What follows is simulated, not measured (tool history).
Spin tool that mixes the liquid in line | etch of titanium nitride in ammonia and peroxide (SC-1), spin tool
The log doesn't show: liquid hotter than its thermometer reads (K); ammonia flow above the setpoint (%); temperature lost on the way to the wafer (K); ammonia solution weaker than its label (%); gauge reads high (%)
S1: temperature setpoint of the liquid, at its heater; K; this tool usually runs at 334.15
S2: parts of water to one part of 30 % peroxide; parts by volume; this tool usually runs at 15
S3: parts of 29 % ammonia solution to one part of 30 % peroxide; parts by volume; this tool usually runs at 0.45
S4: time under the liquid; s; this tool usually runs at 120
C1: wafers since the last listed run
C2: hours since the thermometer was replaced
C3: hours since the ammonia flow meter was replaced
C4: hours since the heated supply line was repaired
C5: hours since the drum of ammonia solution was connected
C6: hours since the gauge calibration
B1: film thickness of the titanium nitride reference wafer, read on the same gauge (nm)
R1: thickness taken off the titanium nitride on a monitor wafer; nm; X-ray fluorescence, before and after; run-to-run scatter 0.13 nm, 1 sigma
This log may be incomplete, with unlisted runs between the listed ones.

run 1 day=0 | S1=334.15 S2=15 S3=0.45 S4=120 | C1=0 C2=162.9 C3=98.6 C4=2088.4 C5=653 C6=53.4 | B1=150 | R1=14.12
run 2 day=0.421 | S1=334.15 S2=15 S3=0.55 S4=90 | C1=116 C2=173 C3=108.7 C4=2098.5 C5=663.1 C6=63.5 | B1=150.01 | R1=10.91
run 3 day=0.746 | S1=334.15 S2=15 S3=0.35 S4=155 | C1=89 C2=180.8 C3=116.5 C4=2106.3 C5=670.9 C6=71.3 | B1=150 | R1=17.35
run 4 day=1.025 | S1=325.65 S2=21 S3=0.45 S4=165 | C1=76 C2=187.5 C3=123.2 C4=2113 C5=677.6 C6=78 | B1=149.95 | R1=9.12
run 5 day=1.358 | S1=334.15 S2=11 S3=0.45 S4=120 | C1=91 C2=195.5 C3=131.2 C4=2121 C5=685.6 C6=86 | B1=150.02 | R1=16.6
run 6 day=1.808 | S1=334.15 S2=15 S3=0.45 S4=120 | C1=124 C2=206.3 C3=142 C4=2131.8 C5=696.4 C6=96.8 | B1=149.99 | R1=14.08
-- day=1.921 new drum of ammonia solution connected
-- day=2.079 heated supply line repaired
run 7 day=3.817 | S1=329.65 S2=12.5 S3=0.35 S4=150 | C1=530 C2=254.5 C3=190.2 C4=41.7 C5=45.5 C6=145 | B1=149.99 | R1=13.72
run 8 day=4.558 | S1=342.15 S2=15 S3=0.45 S4=120 | C1=204 C2=272.3 C3=208 C4=59.5 C5=63.3 C6=162.8 | B1=150 | R1=23.67
run 9 day=5.083 | S1=334.15 S2=15 S3=0.45 S4=120 | C1=144 C2=284.9 C3=220.6 C4=72.1 C5=75.9 C6=175.4 | B1=150.02 | R1=14.21
run 10 day=5.808 | S1=334.15 S2=18 S3=0.6 S4=120 | C1=199 C2=302.3 C3=238 C4=89.5 C5=93.3 C6=192.8 | B1=150 | R1=13.46
run 11 day=6.188 | S1=334.15 S2=15 S3=0.4 S4=80 | C1=104 C2=311.4 C3=247.1 C4=98.6 C5=102.4 C6=201.9 | B1=150 | R1=9.35
run 12 day=6.617 | S1=334.15 S2=15 S3=0.5 S4=120 | C1=118 C2=321.7 C3=257.4 C4=108.9 C5=112.7 C6=212.2 | B1=149.98 | R1=14.54
run 13 day=7.296 | S1=334.15 S2=19 S3=0.6 S4=185 | C1=187 C2=338 C3=273.7 C4=125.2 C5=129 C6=228.5 | B1=150.01 | R1=20.52
run 14 day=7.896 | S1=334.15 S2=15 S3=0.6 S4=100 | C1=165 C2=352.4 C3=288.1 C4=139.6 C5=143.4 C6=242.9 | B1=150.03 | R1=12.66
run 15 day=8.175 | S1=334.15 S2=15 S3=0.45 S4=120 | C1=76 C2=359.1 C3=294.8 C4=146.3 C5=150.1 C6=249.6 | B1=150 | R1=14.36
run 16 day=8.596 | S1=334.15 S2=15 S3=0.45 S4=120 | C1=116 C2=369.2 C3=304.9 C4=156.4 C5=160.2 C6=259.7 | B1=149.99 | R1=14.38
run 17 day=8.879 | S1=331.15 S2=15 S3=0.45 S4=70 | C1=78 C2=376 C3=311.7 C4=163.2 C5=167 C6=266.5 | B1=150.01 | R1=6.92
run 18 day=9.483 | S1=334.15 S2=15 S3=0.55 S4=120 | C1=166 C2=390.5 C3=326.2 C4=177.7 C5=181.5 C6=281 | B1=149.98 | R1=14.84
run 19 day=9.771 | S1=340.65 S2=17 S3=0.55 S4=190 | C1=79 C2=397.4 C3=333.1 C4=184.6 C5=188.4 C6=287.9 | B1=150.04 | R1=33.53
run 20 day=10.25 | S1=330.65 S2=15 S3=0.5 S4=160 | C1=132 C2=408.9 C3=344.6 C4=196.1 C5=199.9 C6=299.4 | B1=149.95 | R1=15.64
run 21 day=10.796 | S1=334.15 S2=15 S3=0.45 S4=120 | C1=150 C2=422 C3=357.7 C4=209.2 C5=213 C6=312.5 | B1=149.98 | R1=14.38
run 22 day=11.262 | S1=334.15 S2=15 S3=0.4 S4=120 | C1=128 C2=433.2 C3=368.9 C4=220.4 C5=224.2 C6=323.7 | B1=149.99 | R1=14.21
run 23 day=11.571 | S1=334.15 S2=11 S3=0.45 S4=50 | C1=85 C2=440.6 C3=376.3 C4=227.8 C5=231.6 C6=331.1 | B1=150.02 | R1=7.17

Each row is a separate what-if for the run after 23, all from the same tool condition, not one after another. Results?
run A day=11.588 | S1=334.15 S2=15 S3=0.25 S4=120 | C1=4 C2=441 C3=376.7 C4=228.2 C5=232 C6=331.5 | B1=? | R1=?
run B day=11.588 | S1=334.15 S2=15 S3=0.35 S4=120 | C1=4 C2=441 C3=376.7 C4=228.2 C5=232 C6=331.5 | B1=? | R1=?
run C day=11.588 | S1=325.15 S2=15 S3=0.45 S4=120 | C1=4 C2=441 C3=376.7 C4=228.2 C5=232 C6=331.5 | B1=? | R1=?
run D day=11.588 | S1=334.15 S2=19.5 S3=0.45 S4=120 | C1=4 C2=441 C3=376.7 C4=228.2 C5=232 C6=331.5 | B1=? | R1=?
run E day=11.588 | S1=327.15 S2=20 S3=0.45 S4=140 | C1=4 C2=441 C3=376.7 C4=228.2 C5=232 C6=331.5 | B1=? | R1=?

run=A B1=150 R1=13.07
run=B B1=150 R1=13.93
run=C B1=150 R1=8.01
run=D B1=150 R1=12.63
run=E B1=150 R1=9.14
Stripped of hidden state, with their random variation kept, the same runs would have yielded:
run=A R1=12.39
run=B R1=13.2
run=C R1=7.57
run=D R1=11.96
run=E R1=8.64

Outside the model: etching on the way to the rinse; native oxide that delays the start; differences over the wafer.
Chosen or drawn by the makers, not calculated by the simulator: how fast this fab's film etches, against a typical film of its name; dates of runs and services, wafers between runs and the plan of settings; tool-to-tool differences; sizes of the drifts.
